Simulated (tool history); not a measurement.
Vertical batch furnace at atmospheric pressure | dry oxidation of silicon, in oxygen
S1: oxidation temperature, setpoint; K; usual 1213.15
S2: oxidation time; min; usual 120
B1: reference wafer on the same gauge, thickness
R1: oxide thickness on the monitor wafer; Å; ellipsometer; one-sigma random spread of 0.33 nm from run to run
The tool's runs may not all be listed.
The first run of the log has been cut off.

| run | hour | S1 | S2 | B1 | R1 |
|---|---|---|---|---|---|
| 2 | 100.8 | 1213.15 | 120 | 84.39 | 723.7 |
| 3 | 148.7 | 1213.15 | 120 | 84.47 | 720.6 |
| 4 | 192.4 | 1213.15 | 120 | 84.57 | 721.1 |
| 5 | 234 | 1213.15 | 120 | 84.49 | 712.1 |
| 6 | 339.8 | 1213.15 | 120 | 84.57 | 724.3 |
| 7 | 479.4 | 1197.15 | 145.5 | 84.54 | 713.4 |
| 8 | 546.6 | 1213.15 | 120 | 84.44 | 718.7 |
| 9 | 633.6 | 1213.15 | 120 | 84.55 | 714.4 |
| 10 | 695.4 | 1231.15 | 85 | 84.56 | 656.9 |
| 11 | 742.3 | 1231.15 | 85 | 84.53 | 652.3 |
| 12 | 807.6 | 1231.15 | 85 | 84.58 | 653.2 |
| 13 | 846.5 | 1213.15 | 120 | 84.5 | 711.2 |
| 14 | 925.9 | 1213.15 | 120 | 84.43 | 709.9 |
| 15 | 991.9 | 1213.15 | 120 | 84.4 | 713.5 |

Run 16, settings as shown, results not yet in. Your forecast:
| 16 | 1087.2 | 1199.15 | 71.5 | ? | ? |

{"run 16": {"B1": 84.53, "R1": 438.7}}
Had the tool carried no hidden state, the very same run would have given R1 440.8 Å.
